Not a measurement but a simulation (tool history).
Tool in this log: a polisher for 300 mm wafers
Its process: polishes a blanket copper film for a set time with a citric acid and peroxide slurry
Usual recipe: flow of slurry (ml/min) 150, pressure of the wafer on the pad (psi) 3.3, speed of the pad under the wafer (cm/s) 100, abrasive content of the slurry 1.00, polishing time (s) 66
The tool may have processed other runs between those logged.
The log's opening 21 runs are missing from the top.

run	hour	flow of slurry (ml/min)	pressure of the wafer on the pad (psi)	speed of the pad under the wafer (cm/s)	abrasive content of the slurry	polishing time (s)	wafers since the last listed run	wafers polished on this pad	hours since the slurry nozzle was cleaned	hours since the head pressure was calibrated	hours since the slurry blender was calibrated	incoming thickness of the incoming film, nm	film removed (angstrom)
# hour 1859.0: slurry blender recalibrated
22	1896.6	130	3.3	70	0.90	66	209	1932	226.9	444.7	37.6	728.1	1294
23	1958.6	150	3.8	100	1.00	66	317	2250	288.9	506.7	99.6	711.1	2132
24	2021.9	175	3.3	100	1.00	66	323	2573	352.2	570.0	162.9	719.2	1920
# hour 2072.1: worn pad replaced by a new one
25	2207.9	175	3.3	122	1.00	72	931	694	538.2	756.0	348.9	724.5	2583
26	2281.3	150	3.3	100	1.00	66	375	1070	611.6	829.4	422.3	720.1	1889
# hour 2340.7: slurry blender recalibrated
27	2363.0	150	3.3	110	1.00	66	407	1478	693.3	911.1	22.3	726.1	2080
28	2431.6	125	3.3	120	1.00	66	351	1829	761.9	979.7	90.9	733.5	2241
# hour 2444.0: slurry nozzle cleaned
29	2495.3	150	3.6	134	1.00	66	320	2150	51.3	1043.4	154.6	707.9	2742
# hour 2569.1: worn pad replaced by a new one
30	2581.1	125	2.1	100	1.00	66	418	61	137.1	1129.2	240.4	726.0	1337

3 options for the next run, each taken on its own from the tool as it stands now. Forecast them:
A	2581.6	195	3.3	100	1.00	66	2	64	137.6	1129.7	240.9	719.0	?
B	2581.6	150	2.6	74	0.90	66	2	64	137.6	1129.7	240.9	719.0	?
C	2581.6	150	4.0	100	1.00	66	2	64	137.6	1129.7	240.9	719.0	?

run	film removed (angstrom)
A	1916
B	1128
C	2182
What these runs would have given with no unlogged condition in the tool:
run	film removed (angstrom)
A	1916
B	1128
C	2182
